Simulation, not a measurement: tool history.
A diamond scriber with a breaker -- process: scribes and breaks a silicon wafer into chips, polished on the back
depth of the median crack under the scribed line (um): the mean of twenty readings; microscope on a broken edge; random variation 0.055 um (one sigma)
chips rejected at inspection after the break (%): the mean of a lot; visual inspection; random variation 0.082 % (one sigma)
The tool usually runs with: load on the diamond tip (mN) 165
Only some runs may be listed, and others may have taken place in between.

run	hour	load on the diamond tip (mN)	wafers since the last listed run	hours since the diamond tip was replaced	hours since the load on the tip was calibrated	incoming depth of the damage left on the back of the incoming wafer, um	depth of the median crack under the scribed line (um)	chips rejected at inspection after the break (%)
1	0.0	126	0	711.4	1044.9	0.01	5.57	12.26
2	14.8	165	21	726.2	1059.7	0.01	7.49	1.69
3	27.1	165	18	738.5	1072.0	0.01	7.66	1.76
4	43.2	165	23	754.6	1088.1	0.05	7.69	1.62
5	56.5	165	19	767.9	1101.4	0.02	7.59	1.73
6	69.5	198	19	780.9	1114.4	0.02	9.00	4.56
7	80.3	198	15	791.7	1125.2	0.02	9.15	5.09
8	91.4	198	16	802.8	1136.3	0.03	9.16	5.00
9	101.8	165	15	813.2	1146.7	0.03	7.61	1.53
10	155.1	165	78	866.5	1200.0	0.01	7.66	1.69
11	163.6	165	12	875.0	1208.5	0.03	7.63	1.71
12	179.3	165	23	890.7	1224.2	0.03	7.72	1.68
13	191.1	206	17	902.5	1236.0	0.04	9.50	6.69
14	208.2	141	25	919.6	1253.1	0.03	6.51	5.21
15	225.9	180	25	937.3	1270.8	0.01	8.34	2.52
16	237.7	165	17	949.1	1282.6	0.03	7.66	1.71
# hour 248.1: diamond tip replaced by a new one
17	252.5	147	18	4.4	1297.4	0.03	7.89	1.76
18	258.8	196	9	10.7	1303.7	0.03	10.52	11.52
# hour 269.8: load on the tip recalibrated
19	272.0	197	16	23.9	2.2	0.02	8.95	4.41
20	286.3	146	21	38.2	16.5	0.02	6.57	4.21
21	295.5	179	13	47.4	25.7	0.02	8.22	2.26
22	339.9	135	65	91.8	70.1	0.04	6.00	8.37
23	348.5	188	12	100.4	78.7	0.02	8.51	2.60
24	365.8	195	25	117.7	96.0	0.03	8.66	3.58
25	380.4	165	21	132.3	110.6	0.05	7.41	1.92

Entry by entry between the runs, the difference in hidden state between the last listed run before and the first listed run after:
After run 16, before run 17: diamond tip replaced by a new one (hour 248.1)
  share of the diamond tip's cutting effectiveness lost through wear, %: 20.1 -> 1.33; deviation of the load on the tip from its setpoint, %: 16.4 -> 16.5
  difference, measured minus the result without the unlogged condition, depth of the median crack under the scribed line (um): +0.02 -> +1.06; chips rejected at inspection after the break (%): +0.00 -> -1.81
After run 18, before run 19: load on the tip recalibrated (hour 269.8)
  share of the diamond tip's cutting effectiveness lost through wear, %: 1.75 -> 2.58; deviation of the load on the tip from its setpoint, %: 16.6 -> 0.56
  difference, measured minus the result without the unlogged condition, depth of the median crack under the scribed line (um): +1.39 -> -0.10; chips rejected at inspection after the break (%): +6.86 -> -0.41
